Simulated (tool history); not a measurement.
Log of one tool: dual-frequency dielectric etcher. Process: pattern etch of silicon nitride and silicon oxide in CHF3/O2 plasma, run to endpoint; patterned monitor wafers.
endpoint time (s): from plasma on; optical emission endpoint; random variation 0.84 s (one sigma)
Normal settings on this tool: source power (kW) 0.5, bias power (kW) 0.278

run     day  source power (kW)  bias power (kW)  incoming incoming film thickness, nm  endpoint time (s)
  1       0                0.5            0.318                                 202.2              118.2
  2   1.204                0.5            0.318                                   203                118
  3   2.492                0.5            0.278                                 203.2              119.9
      4.679  -- wet clean of the chamber
      5.504  -- upper electrode replaced
      5.679  -- bias power generator calibrated
  4     5.7                0.5            0.278                                 201.9              125.4
  5   5.712                0.5            0.278                                 201.4                125
  6   5.729                0.5            0.278                                 200.5              123.9
      5.904  -- source power generator calibrated
  7   6.071                0.5            0.278                                 203.1              126.3
  8   6.779                0.4            0.233                                 201.9                141
  9   8.267                0.5            0.278                                 202.1              123.7
 10   9.746               0.58            0.234                                 202.2              120.6
 11  10.758               0.59             0.34                                 203.6              110.9
 12  11.296               0.45            0.252                                   203              132.5
 13  12.771                0.6            0.259                                 204.7              117.2
 14  13.412               0.57            0.247                                 202.2              119.6

Branching from run 14: 4 alternative next runs. What would each branch give?
  A  13.433                0.5            0.303                                 203.7                  ?
  B  13.433               0.61            0.299                                 203.7                  ?
  C  13.433               0.59            0.315                                 203.7                  ?
  D  13.433               0.43            0.327                                 203.7                  ?

run  endpoint time (s)
  A              122.2
  B              112.8
  C                113
  D                128
Had the tool no hidden state, the same runs would have come out as:
run  endpoint time (s)
  A              125.1
  B              115.5
  C              115.7
  D              131.1
